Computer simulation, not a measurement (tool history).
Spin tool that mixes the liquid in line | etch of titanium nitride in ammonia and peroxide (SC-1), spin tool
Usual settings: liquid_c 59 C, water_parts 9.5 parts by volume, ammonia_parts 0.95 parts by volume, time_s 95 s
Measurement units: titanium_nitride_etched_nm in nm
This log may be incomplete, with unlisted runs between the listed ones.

run	day	liquid_c	water_parts	ammonia_parts	time_s	read-back film thickness of the titanium nitride reference wafer, read on the same gauge (nm)	titanium_nitride_etched_nm
1	0	61.5	9.5	0.95	95	59.97	15.2
2	1.954	59	9.5	0.95	65	60.02	8.82
3	4.675	59	7	0.95	135	60.02	21.13
4	6.2	59	7	0.95	135	60.03	21.16
5	8.054	59	13.5	0.95	95	60	10.68
6	10.904	59	9.5	0.95	95	59.98	12.69
# day 11.142: ammonia flow meter replaced
7	13.462	59	9.5	0.95	95	60.02	12.85
8	14.917	59	11	0.95	65	60.01	8.12
9	16.833	51	9.5	0.95	145	59.98	11.33
# day 18.396: heated supply line repaired
10	18.625	59	5.5	0.95	45	60.02	7.81
# day 19.379: gauge calibrated
11	20.871	59	9.5	0.6	95	60.02	11.83
12	22.012	59	9.5	0.95	95	60.03	12.7
13	23.354	59	9.5	0.95	95	59.95	12.75
# day 23.588: thermometer replaced
14	25.754	59	12	0.95	120	59.97	14.17
15	26.983	50.5	7	0.95	95	60.01	8.31
16	28.042	64.5	9.5	0.95	95	59.99	18.25
17	30.954	59	9.5	0.95	95	60	12.68
18	32.775	54	9.5	0.95	95	59.95	9.03
19	35.308	49.5	9.5	0.95	70	60.02	4.87
20	38.175	55.5	14.5	0.5	70	59.98	5.28
# day 39.071: new drum of ammonia solution connected
21	40.892	59	9.5	0.95	95	60.02	12.88
22	42.358	59	7.5	1.1	95	59.95	14.68
23	44	59	13	1.1	50	60.04	5.89

Here are 5 independent what-if runs from the current tool condition. What would each one return?
A	44.017	59	9.5	1.2	95	?	?
B	44.017	53.5	11	0.95	95	?	?
C	44.017	64	9.5	1.2	95	?	?
D	44.017	50	13.5	0.95	95	?	?
E	44.017	66.5	9.5	0.75	65	?	?

run	read-back film thickness of the titanium nitride reference wafer, read on the same gauge (nm)	titanium_nitride_etched_nm
A	60.05	13.24
B	60.05	8.22
C	60.05	18.33
D	60.05	5.81
E	60.05	13.69
With no hidden state in the tool, these same runs would have given:
run	titanium_nitride_etched_nm
A	13.29
B	8.26
C	18.4
D	5.83
E	13.75
